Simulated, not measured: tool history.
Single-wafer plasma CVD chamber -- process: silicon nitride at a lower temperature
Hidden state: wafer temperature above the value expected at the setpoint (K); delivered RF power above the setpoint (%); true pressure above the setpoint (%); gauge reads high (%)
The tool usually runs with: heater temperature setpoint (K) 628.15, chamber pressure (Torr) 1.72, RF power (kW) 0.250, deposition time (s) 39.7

run	hour	heater temperature setpoint (K)	chamber pressure (Torr)	RF power (kW)	deposition time (s)	wafers since the last listed run	hours since the last thermocouple change	hours since the last RF generator calibration	hours since the last manometer calibration	hours since the showerhead was replaced	hours since the gauge calibration	read-back reference wafer on the same gauge, thickness_nm	mean film thickness on the monitor wafer (nm)
1	0.0	628.15	1.59	0.250	39.7	0	1048.9	1902.5	1125.3	5040.5	151.5	35.602	35.942
# hour 20.0: capacitance manometer re-zeroed and calibrated
2	20.5	633.15	1.72	0.225	39.7	130	1069.4	1923.0	0.5	5061.0	172.0	35.682	32.580
# hour 37.7: RF generator calibrated
3	38.2	633.15	1.72	0.225	39.7	100	1087.1	0.5	18.2	5078.7	189.7	35.714	35.112
4	48.7	633.15	1.72	0.225	39.7	109	1097.6	11.0	28.7	5089.2	200.2	35.683	35.083
5	57.2	628.15	1.72	0.250	39.7	88	1106.1	19.5	37.2	5097.7	208.7	35.735	39.337
6	68.7	628.15	1.72	0.250	39.7	119	1117.6	31.0	48.7	5109.2	220.2	35.660	39.294
7	76.0	635.15	1.72	0.250	39.7	75	1124.9	38.3	56.0	5116.5	227.5	35.670	39.218
8	83.3	635.15	1.72	0.250	39.7	75	1132.2	45.6	63.3	5123.8	234.8	35.644	39.235
# hour 96.9: showerhead replaced, of another model than before
9	97.4	621.15	1.30	0.280	47.6	63	1146.3	59.7	77.4	0.5	248.9	35.748	43.624
10	102.9	642.15	1.72	0.250	39.7	57	1151.8	65.2	82.9	6.0	254.4	35.624	39.722
11	118.7	628.15	1.95	0.285	39.7	164	1167.6	81.0	98.7	21.8	270.2	35.706	45.493
12	135.3	628.15	1.72	0.250	39.7	172	1184.2	97.6	115.3	38.4	286.8	35.728	39.724
13	146.2	628.15	1.72	0.275	39.7	113	1195.1	108.5	126.2	49.3	297.7	35.669	42.418
14	163.3	628.15	1.72	0.275	39.7	178	1212.2	125.6	143.3	66.4	314.8	35.776	42.638
15	179.2	636.15	2.03	0.250	39.7	165	1228.1	141.5	159.2	82.3	330.7	35.638	41.993
16	190.9	639.15	1.72	0.250	39.7	121	1239.8	153.2	170.9	94.0	342.4	35.661	39.341
17	205.4	628.15	1.96	0.250	39.7	150	1254.3	167.7	185.4	108.5	356.9	35.634	41.709
18	218.7	639.15	1.86	0.250	39.7	138	1267.6	181.0	198.7	121.8	370.2	35.703	40.775
19	229.6	634.15	1.47	0.275	46.4	113	1278.5	191.9	209.6	132.7	381.1	35.754	45.349
# hour 251.3: gauge calibrated
# hour 267.5: thermocouple changed; heater temperature recalibrated
20	268.0	638.15	1.53	0.230	39.7	316	0.5	230.3	248.0	171.1	16.7	35.704	34.946
21	276.2	628.15	1.72	0.250	39.7	85	8.7	238.5	256.2	179.3	24.9	35.677	39.653
22	284.1	621.15	1.72	0.275	39.7	82	16.6	246.4	264.1	187.2	32.8	35.641	42.535
23	294.7	628.15	1.72	0.250	42.0	110	27.2	257.0	274.7	197.8	43.4	35.680	41.703
24	304.6	628.15	2.03	0.280	43.9	103	37.1	266.9	284.6	207.7	53.3	35.773	50.517
25	314.0	628.15	1.72	0.250	39.7	97	46.5	276.3	294.0	217.1	62.7	35.681	39.555
26	327.6	628.15	1.72	0.250	47.2	141	60.1	289.9	307.6	230.7	76.3	35.738	46.976
27	341.7	628.15	1.72	0.250	39.7	146	74.2	304.0	321.7	244.8	90.4	35.678	39.361
28	358.0	628.15	1.72	0.215	39.7	169	90.5	320.3	338.0	261.1	106.7	35.730	35.408
29	369.3	628.15	1.43	0.250	39.7	117	101.8	331.6	349.3	272.4	118.0	35.780	35.308
30	382.8	628.15	1.72	0.250	39.7	140	115.3	345.1	362.8	285.9	131.5	35.630	38.986

Hidden state at the last listed run before each entry between runs and at the first one after, where it differs:
From run 1 to run 2: capacitance manometer re-zeroed and calibrated (hour 20.0)
  delivered RF power above the setpoint (%): -9.83 -> -9.92
  measured result minus the result with no hidden state, mean film thickness on the monitor wafer (nm): -3.965 -> -3.738
From run 2 to run 3: RF generator calibrated (hour 37.7)
  delivered RF power above the setpoint (%): -9.92 -> -2.32
  measured result minus the result with no hidden state, mean film thickness on the monitor wafer (nm): -3.738 -> -0.852
From run 8 to run 9: showerhead replaced, of another model than before (hour 96.9)
  delivered RF power above the setpoint (%): -2.51 -> -2.57
  measured result minus the result with no hidden state, mean film thickness on the monitor wafer (nm): -0.985 -> -0.776
From run 19 to run 20: gauge calibrated (hour 251.3); thermocouple changed; heater temperature recalibrated (hour 267.5)
  delivered RF power above the setpoint (%): -3.14 -> -3.3
  measured result minus the result with no hidden state, mean film thickness on the monitor wafer (nm): -1.016 -> -0.873

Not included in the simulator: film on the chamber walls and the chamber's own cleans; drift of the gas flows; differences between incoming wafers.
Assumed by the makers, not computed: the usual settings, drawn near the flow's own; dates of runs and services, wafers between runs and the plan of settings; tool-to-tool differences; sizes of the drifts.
